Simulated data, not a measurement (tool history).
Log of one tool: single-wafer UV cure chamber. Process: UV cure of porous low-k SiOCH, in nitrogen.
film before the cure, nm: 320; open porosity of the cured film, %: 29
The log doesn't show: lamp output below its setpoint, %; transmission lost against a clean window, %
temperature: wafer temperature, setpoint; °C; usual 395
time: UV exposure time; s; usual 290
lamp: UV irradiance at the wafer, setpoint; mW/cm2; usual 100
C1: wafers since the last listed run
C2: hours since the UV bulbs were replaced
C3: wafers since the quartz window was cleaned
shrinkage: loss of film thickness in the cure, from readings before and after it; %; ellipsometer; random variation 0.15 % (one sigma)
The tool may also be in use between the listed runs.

run 1 hour=0.0 | temperature=395 time=290 lamp=100 | C1=0 C2=1593.8 C3=2227 | shrinkage=15.868
-- hour=58.2 quartz window cleaned
run 2 hour=58.7 | temperature=395 time=290 lamp=100 | C1=338 C2=1652.5 C3=3 | shrinkage=16.074
run 3 hour=95.2 | temperature=395 time=290 lamp=100 | C1=243 C2=1689.0 C3=246 | shrinkage=15.587
run 4 hour=187.5 | temperature=395 time=290 lamp=100 | C1=615 C2=1781.3 C3=862 | shrinkage=15.961
run 5 hour=223.7 | temperature=395 time=290 lamp=100 | C1=241 C2=1817.5 C3=1103 | shrinkage=16.003
run 6 hour=302.2 | temperature=395 time=290 lamp=100 | C1=523 C2=1896.0 C3=1627 | shrinkage=15.605
run 7 hour=361.1 | temperature=395 time=290 lamp=89 | C1=392 C2=1954.9 C3=2019 | shrinkage=14.883
-- hour=415.0 quartz window cleaned
run 8 hour=419.6 | temperature=395 time=290 lamp=89 | C1=336 C2=2013.4 C3=30 | shrinkage=14.968
run 9 hour=516.7 | temperature=395 time=290 lamp=100 | C1=647 C2=2110.5 C3=677 | shrinkage=15.638
-- hour=563.6 UV bulbs replaced
run 10 hour=613.7 | temperature=395 time=125 lamp=100 | C1=593 C2=50.1 C3=1271 | shrinkage=11.467
run 11 hour=678.0 | temperature=395 time=290 lamp=69 | C1=428 C2=114.4 C3=1700 | shrinkage=13.677
-- hour=758.6 quartz window cleaned
run 12 hour=784.8 | temperature=379 time=215 lamp=137 | C1=658 C2=221.2 C3=174 | shrinkage=15.255
run 13 hour=829.4 | temperature=395 time=290 lamp=100 | C1=297 C2=265.8 C3=471 | shrinkage=15.525
run 14 hour=923.3 | temperature=407 time=125 lamp=120 | C1=626 C2=359.7 C3=1097 | shrinkage=12.546
run 15 hour=1005.5 | temperature=395 time=290 lamp=100 | C1=548 C2=441.9 C3=1646 | shrinkage=15.831
run 16 hour=1045.4 | temperature=384 time=240 lamp=128 | C1=266 C2=481.8 C3=1912 | shrinkage=15.771
-- hour=1127.1 quartz window cleaned
run 17 hour=1141.8 | temperature=405 time=425 lamp=65 | C1=589 C2=578.2 C3=98 | shrinkage=15.807
run 18 hour=1185.4 | temperature=395 time=290 lamp=100 | C1=290 C2=621.8 C3=388 | shrinkage=15.704

Forecast each of these 3 alternatives for the next run:
run A hour=1185.9 | temperature=403 time=290 lamp=100 | C1=3 C2=622.3 C3=392 | shrinkage=?
run B hour=1185.9 | temperature=412 time=230 lamp=100 | C1=3 C2=622.3 C3=392 | shrinkage=?
run C hour=1185.9 | temperature=387 time=290 lamp=100 | C1=3 C2=622.3 C3=392 | shrinkage=?

run=A shrinkage=16.200
run=B shrinkage=15.100
run=C shrinkage=15.851
Without the tool's hidden state the same runs would have given:
run=A shrinkage=16.200
run=B shrinkage=15.100
run=C shrinkage=15.851
